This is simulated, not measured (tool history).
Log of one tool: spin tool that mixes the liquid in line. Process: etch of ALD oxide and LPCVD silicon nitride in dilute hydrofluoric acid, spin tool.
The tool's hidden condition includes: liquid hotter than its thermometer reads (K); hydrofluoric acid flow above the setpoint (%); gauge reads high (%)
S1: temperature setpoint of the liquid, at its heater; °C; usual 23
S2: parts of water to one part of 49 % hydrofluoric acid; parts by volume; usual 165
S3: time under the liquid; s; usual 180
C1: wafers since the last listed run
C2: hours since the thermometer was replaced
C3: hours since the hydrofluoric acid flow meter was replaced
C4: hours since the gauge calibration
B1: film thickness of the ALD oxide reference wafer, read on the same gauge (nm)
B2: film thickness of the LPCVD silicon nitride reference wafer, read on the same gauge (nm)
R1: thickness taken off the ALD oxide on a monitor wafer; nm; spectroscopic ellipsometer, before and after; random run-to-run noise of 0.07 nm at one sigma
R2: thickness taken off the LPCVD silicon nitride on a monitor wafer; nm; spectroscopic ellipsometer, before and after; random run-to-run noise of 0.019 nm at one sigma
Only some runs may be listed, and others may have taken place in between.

run 1 day=0 | S1=23 S2=165 S3=180 | C1=0 C2=812 C3=1631.9 C4=274.9 | B1=90.04 B2=70.01 | R1=14.42 R2=0.54
run 2 day=0.4 | S1=23 S2=165 S3=180 | C1=45 C2=821.6 C3=1641.5 C4=284.5 | B1=90 B2=70.001 | R1=14.57 R2=0.504
run 3 day=1.046 | S1=23 S2=165 S3=180 | C1=72 C2=837.1 C3=1657 C4=300 | B1=90.01 B2=70.004 | R1=14.41 R2=0.581
run 4 day=1.583 | S1=25 S2=190 S3=180 | C1=60 C2=850 C3=1669.9 C4=312.9 | B1=90.01 B2=70.011 | R1=13.18 R2=0.522
run 5 day=1.946 | S1=25 S2=190 S3=180 | C1=40 C2=858.7 C3=1678.6 C4=321.6 | B1=90 B2=70.011 | R1=13.25 R2=0.516
run 6 day=2.283 | S1=23 S2=165 S3=180 | C1=38 C2=866.8 C3=1686.7 C4=329.7 | B1=89.97 B2=69.995 | R1=14.54 R2=0.516
run 7 day=2.771 | S1=23 S2=165 S3=180 | C1=55 C2=878.5 C3=1698.4 C4=341.4 | B1=89.95 B2=70 | R1=14.34 R2=0.48
run 8 day=3.317 | S1=23 S2=165 S3=180 | C1=61 C2=891.6 C3=1711.5 C4=354.5 | B1=90.02 B2=70.012 | R1=14.38 R2=0.534
run 9 day=3.783 | S1=25.5 S2=165 S3=180 | C1=52 C2=902.8 C3=1722.7 C4=365.7 | B1=90.03 B2=70.004 | R1=15.77 R2=0.644
-- day=4.133 gauge calibrated
run 10 day=4.308 | S1=20 S2=165 S3=180 | C1=59 C2=915.4 C3=1735.3 C4=4.2 | B1=89.99 B2=69.985 | R1=12.93 R2=0.452
run 11 day=4.85 | S1=20 S2=165 S3=180 | C1=61 C2=928.4 C3=1748.3 C4=17.2 | B1=90 B2=69.975 | R1=12.83 R2=0.391
run 12 day=5.475 | S1=20 S2=165 S3=180 | C1=70 C2=943.4 C3=1763.3 C4=32.2 | B1=89.96 B2=69.981 | R1=12.95 R2=0.438
run 13 day=5.867 | S1=26.5 S2=165 S3=255 | C1=44 C2=952.8 C3=1772.7 C4=41.6 | B1=90.01 B2=70.014 | R1=23.48 R2=0.886
run 14 day=6.188 | S1=23 S2=165 S3=290 | C1=36 C2=960.5 C3=1780.4 C4=49.3 | B1=90.02 B2=70.011 | R1=23.4 R2=0.917
run 15 day=7.642 | S1=27.5 S2=100 S3=210 | C1=164 C2=995.4 C3=1815.3 C4=84.2 | B1=89.99 B2=69.984 | R1=35.86 R2=1.292
run 16 day=7.975 | S1=25 S2=190 S3=180 | C1=37 C2=1003.4 C3=1823.3 C4=92.2 | B1=90 B2=70.006 | R1=13.25 R2=0.544
run 17 day=8.446 | S1=23 S2=165 S3=180 | C1=53 C2=1014.7 C3=1834.6 C4=103.5 | B1=90 B2=69.987 | R1=14.63 R2=0.562
run 18 day=8.925 | S1=23 S2=205 S3=180 | C1=54 C2=1026.2 C3=1846.1 C4=115 | B1=90.01 B2=69.987 | R1=11.42 R2=0.419
-- day=9.204 thermometer replaced
run 19 day=9.304 | S1=23 S2=165 S3=240 | C1=38 C2=2.4 C3=1855.2 C4=124.1 | B1=90 B2=69.979 | R1=19.27 R2=0.774
-- day=9.575 hydrofluoric acid flow meter replaced
run 20 day=9.821 | S1=27 S2=165 S3=240 | C1=53 C2=14.8 C3=5.9 C4=136.5 | B1=90 B2=69.984 | R1=19.83 R2=0.837
run 21 day=10.417 | S1=23 S2=200 S3=180 | C1=67 C2=29.1 C3=20.2 C4=150.8 | B1=90.03 B2=69.994 | R1=10.23 R2=0.374
run 22 day=10.712 | S1=23 S2=165 S3=180 | C1=33 C2=36.2 C3=27.3 C4=157.9 | B1=90.04 B2=70.02 | R1=12.85 R2=0.442
run 23 day=11.454 | S1=23 S2=165 S3=180 | C1=83 C2=54 C3=45.1 C4=175.7 | B1=90.02 B2=69.983 | R1=12.89 R2=0.501
run 24 day=12.179 | S1=23 S2=165 S3=180 | C1=81 C2=71.4 C3=62.5 C4=193.1 | B1=89.99 B2=69.972 | R1=13.05 R2=0.473
run 25 day=12.562 | S1=26.5 S2=145 S3=230 | C1=43 C2=80.6 C3=71.7 C4=202.3 | B1=89.98 B2=69.966 | R1=21.92 R2=0.891
run 26 day=13.138 | S1=21 S2=145 S3=95 | C1=64 C2=94.4 C3=85.5 C4=216.1 | B1=89.99 B2=70.002 | R1=7.25 R2=0.263
run 27 day=13.508 | S1=18.5 S2=120 S3=245 | C1=41 C2=103.3 C3=94.4 C4=225 | B1=90.02 B2=70.009 | R1=21.29 R2=0.64

Each row is a separate what-if for the run after 27, all from the same tool condition, not one after another. Results?
run A day=13.529 | S1=23 S2=165 S3=180 | C1=2 C2=103.8 C3=94.9 C4=225.5 | B1=? B2=? | R1=? R2=?
run B day=13.529 | S1=25.5 S2=205 S3=85 | C1=2 C2=103.8 C3=94.9 C4=225.5 | B1=? B2=? | R1=? R2=?
run C day=13.529 | S1=23 S2=165 S3=100 | C1=2 C2=103.8 C3=94.9 C4=225.5 | B1=? B2=? | R1=? R2=?

run=A B1=90.05 B2=70.049 R1=12.93 R2=0.444
run=B B1=90.05 B2=70.049 R1=5.16 R2=0.198
run=C B1=90.05 B2=70.049 R1=7.18 R2=0.246
What these runs would have given with no unlogged condition in the tool:
run=A R1=12.74 R2=0.438
run=B R1=5.09 R2=0.196
run=C R1=7.08 R2=0.243

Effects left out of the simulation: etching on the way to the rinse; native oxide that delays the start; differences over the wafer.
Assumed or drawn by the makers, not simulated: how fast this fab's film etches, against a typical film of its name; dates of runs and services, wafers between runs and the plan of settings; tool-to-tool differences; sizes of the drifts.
